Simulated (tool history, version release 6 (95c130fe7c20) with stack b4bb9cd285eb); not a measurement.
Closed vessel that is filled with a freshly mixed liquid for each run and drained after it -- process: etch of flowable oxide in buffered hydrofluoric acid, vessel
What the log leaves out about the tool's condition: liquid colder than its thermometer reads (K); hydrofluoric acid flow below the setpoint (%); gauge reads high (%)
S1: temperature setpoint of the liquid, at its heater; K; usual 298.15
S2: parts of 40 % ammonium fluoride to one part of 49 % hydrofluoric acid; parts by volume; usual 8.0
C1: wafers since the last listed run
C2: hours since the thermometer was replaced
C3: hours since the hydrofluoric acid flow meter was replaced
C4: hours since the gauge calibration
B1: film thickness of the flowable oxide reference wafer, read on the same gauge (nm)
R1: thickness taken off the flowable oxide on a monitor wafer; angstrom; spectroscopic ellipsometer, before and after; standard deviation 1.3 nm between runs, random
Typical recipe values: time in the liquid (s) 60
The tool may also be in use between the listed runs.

{"run": 1, "hour": 0.0, "S1": 298.15, "S2": 8.0, "time in the liquid (s)": 90, "C1": 0, "C2": 1097.4, "C3": 712.0, "C4": 720.1, "B1": 100.01, "R1": 3513.6}
{"run": 2, "hour": 18.2, "S1": 298.15, "S2": 8.0, "time in the liquid (s)": 90, "C1": 1384, "C2": 1115.6, "C3": 730.2, "C4": 738.3, "B1": 100.01, "R1": 3523.4}
{"run": 3, "hour": 42.7, "S1": 295.15, "S2": 8.0, "time in the liquid (s)": 60, "C1": 1864, "C2": 1140.1, "C3": 754.7, "C4": 762.8, "B1": 100.02, "R1": 1984.1}
{"run": 4, "hour": 69.1, "S1": 295.15, "S2": 8.0, "time in the liquid (s)": 60, "C1": 2008, "C2": 1166.5, "C3": 781.1, "C4": 789.2, "B1": 100.02, "R1": 1969.6}
{"run": 5, "hour": 95.3, "S1": 295.15, "S2": 8.0, "time in the liquid (s)": 60, "C1": 1993, "C2": 1192.7, "C3": 807.3, "C4": 815.4, "B1": 100.0, "R1": 1972.8}
{"run": 6, "hour": 110.6, "S1": 298.15, "S2": 7.0, "time in the liquid (s)": 60, "C1": 1164, "C2": 1208.0, "C3": 822.6, "C4": 830.7, "B1": 100.0, "R1": 2648.2}
{"run": 7, "hour": 123.5, "S1": 298.15, "S2": 8.0, "time in the liquid (s)": 60, "C1": 981, "C2": 1220.9, "C3": 835.5, "C4": 843.6, "B1": 99.99, "R1": 2306.5}
{"run": 8, "hour": 145.9, "S1": 298.15, "S2": 8.0, "time in the liquid (s)": 60, "C1": 1704, "C2": 1243.3, "C3": 857.9, "C4": 866.0, "B1": 100.02, "R1": 2294.2}
{"run": 9, "hour": 171.4, "S1": 298.15, "S2": 8.0, "time in the liquid (s)": 85, "C1": 1940, "C2": 1268.8, "C3": 883.4, "C4": 891.5, "B1": 99.99, "R1": 3261.1}
{"run": 10, "hour": 205.3, "S1": 298.15, "S2": 8.0, "time in the liquid (s)": 85, "C1": 2579, "C2": 1302.7, "C3": 917.3, "C4": 925.4, "B1": 100.0, "R1": 3259.9}
{"run": 11, "hour": 224.0, "S1": 298.15, "S2": 8.0, "time in the liquid (s)": 85, "C1": 1422, "C2": 1321.4, "C3": 936.0, "C4": 944.1, "B1": 100.0, "R1": 3232.0}
{"run": 12, "hour": 246.2, "S1": 298.15, "S2": 8.0, "time in the liquid (s)": 60, "C1": 1689, "C2": 1343.6, "C3": 958.2, "C4": 966.3, "B1": 100.03, "R1": 2290.4}
{"run": 13, "hour": 259.4, "S1": 298.15, "S2": 8.0, "time in the liquid (s)": 60, "C1": 1004, "C2": 1356.8, "C3": 971.4, "C4": 979.5, "B1": 100.0, "R1": 2279.1}
{"hour": 326.4, "done": "gauge calibrated"}
{"run": 14, "hour": 329.9, "S1": 298.15, "S2": 6.5, "time in the liquid (s)": 60, "C1": 5364, "C2": 1427.3, "C3": 1041.9, "C4": 3.5, "B1": 99.98, "R1": 2818.0}
{"run": 15, "hour": 356.0, "S1": 298.15, "S2": 8.0, "time in the liquid (s)": 40, "C1": 1986, "C2": 1453.4, "C3": 1068.0, "C4": 29.6, "B1": 100.01, "R1": 1500.7}
{"run": 16, "hour": 370.2, "S1": 294.15, "S2": 5.5, "time in the liquid (s)": 90, "C1": 1080, "C2": 1467.6, "C3": 1082.2, "C4": 43.8, "B1": 99.99, "R1": 3897.3}
{"run": 17, "hour": 391.7, "S1": 298.15, "S2": 8.0, "time in the liquid (s)": 80, "C1": 1636, "C2": 1489.1, "C3": 1103.7, "C4": 65.3, "B1": 99.97, "R1": 2987.6}
{"run": 18, "hour": 421.5, "S1": 299.65, "S2": 11.0, "time in the liquid (s)": 80, "C1": 2267, "C2": 1518.9, "C3": 1133.5, "C4": 95.1, "B1": 99.98, "R1": 2429.9}
{"run": 19, "hour": 449.8, "S1": 294.65, "S2": 9.0, "time in the liquid (s)": 70, "C1": 2153, "C2": 1547.2, "C3": 1161.8, "C4": 123.4, "B1": 99.96, "R1": 1958.9}
{"hour": 469.9, "done": "hydrofluoric acid flow meter replaced"}
{"run": 20, "hour": 480.7, "S1": 298.15, "S2": 10.0, "time in the liquid (s)": 60, "C1": 2275, "C2": 1578.1, "C3": 10.8, "C4": 154.3, "B1": 99.99, "R1": 1975.5}
{"hour": 487.2, "done": "thermometer replaced"}
{"run": 21, "hour": 498.8, "S1": 302.15, "S2": 9.5, "time in the liquid (s)": 40, "C1": 1301, "C2": 11.6, "C3": 28.9, "C4": 172.4, "B1": 100.0, "R1": 1802.7}
{"run": 22, "hour": 533.1, "S1": 293.65, "S2": 6.0, "time in the liquid (s)": 75, "C1": 2610, "C2": 45.9, "C3": 63.2, "C4": 206.7, "B1": 99.98, "R1": 3301.8}
{"run": 23, "hour": 549.4, "S1": 298.15, "S2": 8.0, "time in the liquid (s)": 60, "C1": 1240, "C2": 62.2, "C3": 79.5, "C4": 223.0, "B1": 99.99, "R1": 2545.8}
{"run": 24, "hour": 571.4, "S1": 293.15, "S2": 5.5, "time in the liquid (s)": 80, "C1": 1674, "C2": 84.2, "C3": 101.5, "C4": 245.0, "B1": 100.01, "R1": 3704.5}
{"run": 25, "hour": 602.7, "S1": 298.15, "S2": 8.0, "time in the liquid (s)": 60, "C1": 2381, "C2": 115.5, "C3": 132.8, "C4": 276.3, "B1": 100.02, "R1": 2562.6}
{"run": 26, "hour": 666.1, "S1": 298.15, "S2": 5.5, "time in the liquid (s)": 80, "C1": 4824, "C2": 178.9, "C3": 196.2, "C4": 339.7, "B1": 99.98, "R1": 4827.2}
{"run": 27, "hour": 700.9, "S1": 298.15, "S2": 5.5, "time in the liquid (s)": 80, "C1": 2648, "C2": 213.7, "C3": 231.0, "C4": 374.5, "B1": 100.02, "R1": 4813.4}
{"run": 28, "hour": 728.2, "S1": 302.65, "S2": 9.0, "time in the liquid (s)": 60, "C1": 2077, "C2": 241.0, "C3": 258.3, "C4": 401.8, "B1": 99.99, "R1": 2837.5}
{"run": 29, "hour": 753.3, "S1": 298.15, "S2": 10.5, "time in the liquid (s)": 60, "C1": 1910, "C2": 266.1, "C3": 283.4, "C4": 426.9, "B1": 100.0, "R1": 1962.7}
{"run": 30, "hour": 787.0, "S1": 302.15, "S2": 10.5, "time in the liquid (s)": 75, "C1": 2564, "C2": 299.8, "C3": 317.1, "C4": 460.6, "B1": 100.01, "R1": 3057.1}
{"run": 31, "hour": 801.8, "S1": 299.65, "S2": 8.0, "time in the liquid (s)": 95, "C1": 1126, "C2": 314.6, "C3": 331.9, "C4": 475.4, "B1": 100.0, "R1": 4302.5}
{"run": 32, "hour": 817.7, "S1": 298.15, "S2": 8.0, "time in the liquid (s)": 60, "C1": 1209, "C2": 330.5, "C3": 347.8, "C4": 491.3, "B1": 100.02, "R1": 2482.5}
{"run": 33, "hour": 837.2, "S1": 298.15, "S2": 8.0, "time in the liquid (s)": 60, "C1": 1483, "C2": 350.0, "C3": 367.3, "C4": 510.8, "B1": 100.01, "R1": 2491.0}
{"run": 34, "hour": 858.4, "S1": 302.65, "S2": 8.0, "time in the liquid (s)": 60, "C1": 1613, "C2": 371.2, "C3": 388.5, "C4": 532.0, "B1": 100.0, "R1": 3149.2}

What if the next run were any one of these 3? Each begins from the tool's condition after run 34:
{"run": "A", "hour": 859.1, "S1": 298.15, "S2": 8.0, "time in the liquid (s)": 60, "C1": 53, "C2": 371.9, "C3": 389.2, "C4": 532.7, "B1": "?", "R1": "?"}
{"run": "B", "hour": 859.1, "S1": 302.65, "S2": 8.0, "time in the liquid (s)": 40, "C1": 53, "C2": 371.9, "C3": 389.2, "C4": 532.7, "B1": "?", "R1": "?"}
{"run": "C", "hour": 859.1, "S1": 298.15, "S2": 5.5, "time in the liquid (s)": 60, "C1": 53, "C2": 371.9, "C3": 389.2, "C4": 532.7, "B1": "?", "R1": "?"}

run=A B1=99.99 R1=2449.7
run=B B1=99.99 R1=2077.2
run=C B1=99.99 R1=3503.5
Without the tool's unlogged condition, the same runs would have read:
run=A R1=2570.3
run=B R1=2178.3
run=C R1=3652.6

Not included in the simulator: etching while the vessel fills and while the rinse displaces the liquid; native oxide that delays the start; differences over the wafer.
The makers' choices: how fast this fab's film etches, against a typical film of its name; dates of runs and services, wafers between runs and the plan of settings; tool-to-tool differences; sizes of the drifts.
